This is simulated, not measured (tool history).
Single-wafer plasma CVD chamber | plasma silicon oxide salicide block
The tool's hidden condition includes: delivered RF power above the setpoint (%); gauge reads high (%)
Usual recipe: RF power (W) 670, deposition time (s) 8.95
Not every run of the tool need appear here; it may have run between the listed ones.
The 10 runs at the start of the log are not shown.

| run | hour | RF power (W) | deposition time (s) | wafers since the last listed run | hours since the last RF generator calibration | hours since the showerhead was replaced | hours since the gauge calibration | read-back reference wafer on the same gauge, thickness_nm | mean film thickness on the monitor wafer (angstrom) |
|---|---|---|---|---|---|---|---|---|---|
| 11 | 105 | 670 | 10.28 | 533 | 1499.3 | 4032.5 | 400.4 | 94.335 | 940.02 |
| 12 | 115.1 | 670 | 10.28 | 338 | 1509.4 | 4042.6 | 410.5 | 94.27 | 941.58 |
| 13 | 131.3 | 620 | 8.95 | 543 | 1525.6 | 4058.8 | 426.7 | 94.285 | 794.73 |
| 14 | 138.1 | 620 | 8.95 | 228 | 1532.4 | 4065.6 | 433.5 | 94.257 | 794.67 |
| 15 | 144.6 | 620 | 8.95 | 217 | 1538.9 | 4072.1 | 440 | 94.254 | 794.69 |
|  | 148.2 | gauge calibrated |
| 16 | 156.3 | 605 | 8.95 | 392 | 1550.6 | 4083.8 | 8.1 | 94.376 | 788.68 |
| 17 | 166.5 | 670 | 8.95 | 342 | 1560.8 | 4094 | 18.3 | 94.385 | 818.69 |
| 18 | 173.1 | 735 | 8.95 | 221 | 1567.4 | 4100.6 | 24.9 | 94.271 | 849.84 |
|  | 189.2 | showerhead replaced |
| 19 | 189.7 | 670 | 8.95 | 288 | 1584 | 0.5 | 41.5 | 94.317 | 820.42 |
| 20 | 199.3 | 785 | 8.95 | 321 | 1593.6 | 10.1 | 51.1 | 94.352 | 869.32 |
| 21 | 207.1 | 670 | 7.65 | 261 | 1601.4 | 17.9 | 58.9 | 94.318 | 699.48 |
| 22 | 217.8 | 670 | 7.46 | 358 | 1612.1 | 28.6 | 69.6 | 94.327 | 682.39 |
| 23 | 234.8 | 550 | 8.95 | 570 | 1629.1 | 45.6 | 86.6 | 94.299 | 756.09 |
| 24 | 244 | 670 | 10.57 | 308 | 1638.3 | 54.8 | 95.8 | 94.264 | 967.62 |
| 25 | 258.6 | 760 | 7.57 | 489 | 1652.9 | 69.4 | 110.4 | 94.311 | 727.97 |
|  | 277.2 | RF generator calibrated |
| 26 | 277.7 | 775 | 10.71 | 372 | 0.5 | 88.5 | 129.5 | 94.212 | 1074.19 |
| 27 | 287.4 | 540 | 9.43 | 325 | 10.2 | 98.2 | 139.2 | 94.263 | 819.69 |
| 28 | 296.2 | 670 | 8.95 | 295 | 19 | 107 | 148 | 94.265 | 844.88 |
| 29 | 307.6 | 615 | 10.23 | 382 | 30.4 | 118.4 | 159.4 | 94.313 | 936.48 |
| 30 | 316.9 | 670 | 8.95 | 311 | 39.7 | 127.7 | 168.7 | 94.358 | 843.77 |
| 31 | 334.5 | 670 | 8.95 | 590 | 57.3 | 145.3 | 186.3 | 94.29 | 845.12 |
| 32 | 348.1 | 670 | 8.95 | 456 | 70.9 | 158.9 | 199.9 | 94.273 | 844.19 |
| 33 | 354.2 | 795 | 8.95 | 204 | 77 | 165 | 206 | 94.328 | 900.73 |
| 34 | 369.8 | 670 | 8.95 | 523 | 92.6 | 180.6 | 221.6 | 94.279 | 843.27 |

What if the next run were any one of these 5? Each begins from the tool's condition after run 34:
| A | 370.2 | 670 | 8.95 | 13 | 93 | 181 | 222 | ? | ? |
| B | 370.2 | 605 | 10.71 | 13 | 93 | 181 | 222 | ? | ? |
| C | 370.2 | 670 | 10.37 | 13 | 93 | 181 | 222 | ? | ? |
| D | 370.2 | 550 | 8.14 | 13 | 93 | 181 | 222 | ? | ? |
| E | 370.2 | 760 | 8.04 | 13 | 93 | 181 | 222 | ? | ? |

| run | read-back reference wafer on the same gauge, thickness_nm | mean film thickness on the monitor wafer (angstrom) |
|---|---|---|
| A | 94.306 | 843.19 |
| B | 94.306 | 968.97 |
| C | 94.306 | 976.97 |
| D | 94.306 | 708.2 |
| E | 94.306 | 794.96 |
With no hidden state in the tool, these same runs would have given:
| run | mean film thickness on the monitor wafer (angstrom) |
|---|---|
| A | 849 |
| B | 975.64 |
| C | 983.7 |
| D | 713.08 |
| E | 800.44 |
